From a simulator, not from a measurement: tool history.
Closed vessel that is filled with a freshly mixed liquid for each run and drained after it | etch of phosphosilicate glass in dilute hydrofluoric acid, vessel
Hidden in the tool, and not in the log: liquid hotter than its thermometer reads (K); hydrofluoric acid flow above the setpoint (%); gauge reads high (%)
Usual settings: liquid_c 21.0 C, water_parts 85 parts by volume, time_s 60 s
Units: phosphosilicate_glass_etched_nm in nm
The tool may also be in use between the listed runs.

run,hour,liquid_c,water_parts,time_s,wafers since the last listed run,hours since the thermometer was replaced,hours since the hydrofluoric acid flow meter was replaced,hours since the gauge calibration,"read-back film thickness of the phosphosilicate glass reference wafer, read on the same gauge (nm)",phosphosilicate_glass_etched_nm
1,0.0,21.0,85,60,0,1919.3,776.0,288.3,40.01,47.97
2,9.0,21.0,85,60,1053,1928.3,785.0,297.3,40.02,48.47
3,23.9,21.0,85,60,1744,1943.2,799.9,312.2,40.01,48.50
4,35.7,21.0,85,50,1381,1955.0,811.7,324.0,39.98,40.36
5,46.2,21.0,85,50,1229,1965.5,822.2,334.5,40.01,40.52
6,57.9,21.0,85,60,1370,1977.2,833.9,346.2,40.01,48.30
7,70.4,21.0,85,60,1463,1989.7,846.4,358.7,39.97,48.43
8,86.7,21.0,85,60,1908,2006.0,862.7,375.0,39.98,48.53
9,104.2,21.0,85,60,2049,2023.5,880.2,392.5,39.99,48.56
10,111.1,21.0,85,60,808,2030.4,887.1,399.4,40.02,48.66
11,123.9,17.5,110,30,1498,2043.2,899.9,412.2,39.98,15.71
12,133.1,21.0,85,60,1077,2052.4,909.1,421.4,40.03,48.52
13,145.1,21.0,85,60,1405,2064.4,921.1,433.4,40.01,48.72
14,162.4,21.0,85,60,2025,2081.7,938.4,450.7,39.98,48.46
15,170.2,17.0,110,90,913,2089.5,946.2,458.5,40.00,46.67
# hour 170.3: gauge calibrated
16,179.6,17.0,85,45,1100,2098.9,955.6,9.3,40.01,30.85
# hour 184.9: thermometer replaced
17,187.5,21.0,85,60,808,2.6,963.5,17.2,39.97,45.01
18,202.9,25.5,110,45,1803,18.0,978.9,32.6,40.00,30.17
19,248.3,21.0,45,45,5316,63.4,1024.3,78.0,40.00,66.89
20,255.1,21.0,65,35,796,70.2,1031.1,84.8,39.99,35.21
21,271.6,23.0,85,30,1932,86.7,1047.6,101.3,40.01,24.47
22,285.9,21.0,85,30,1674,101.0,1061.9,115.6,39.95,22.59
23,302.0,21.0,45,70,1885,117.1,1078.0,131.7,40.00,103.28
# hour 305.3: hydrofluoric acid flow meter replaced
24,333.2,17.0,85,50,3536,148.3,27.9,162.9,40.03,31.64
25,345.1,25.5,50,50,1393,160.2,39.8,174.8,40.00,80.36
26,356.4,21.0,85,60,1323,171.5,51.1,186.1,39.99,44.90
27,378.6,21.0,85,60,2599,193.7,73.3,208.3,40.01,45.39
28,395.4,17.0,110,60,1967,210.5,90.1,225.1,40.02,28.67
29,405.7,21.0,85,60,1206,220.8,100.4,235.4,40.00,44.87
30,420.6,17.5,85,70,1744,235.7,115.3,250.3,40.01,45.65
31,433.7,18.5,55,80,1534,248.8,128.4,263.4,39.99,86.53
32,450.6,24.5,110,35,1979,265.7,145.3,280.3,39.98,22.81
33,467.1,21.0,85,35,1932,282.2,161.8,296.8,40.01,26.37

How the hidden state differs across the entries between the runs, from the last listed run before each to the first after it:
Between runs 15 and 16: gauge calibrated (hour 170.3)
  liquid hotter than its thermometer reads (K): 2.09 -> 2.1
  measured less the result without the state, phosphosilicate_glass_etched_nm: +3.88 -> +2.62 nm
Between runs 16 and 17: thermometer replaced (hour 184.9)
  liquid hotter than its thermometer reads (K): 2.1 -> 0.0721
  measured less the result without the state, phosphosilicate_glass_etched_nm: +2.62 -> +0.13 nm
Between runs 23 and 24: hydrofluoric acid flow meter replaced (hour 305.3)
  liquid hotter than its thermometer reads (K): 0.173 -> 0.201
  measured less the result without the state, phosphosilicate_glass_etched_nm: +0.74 -> +0.27 nm

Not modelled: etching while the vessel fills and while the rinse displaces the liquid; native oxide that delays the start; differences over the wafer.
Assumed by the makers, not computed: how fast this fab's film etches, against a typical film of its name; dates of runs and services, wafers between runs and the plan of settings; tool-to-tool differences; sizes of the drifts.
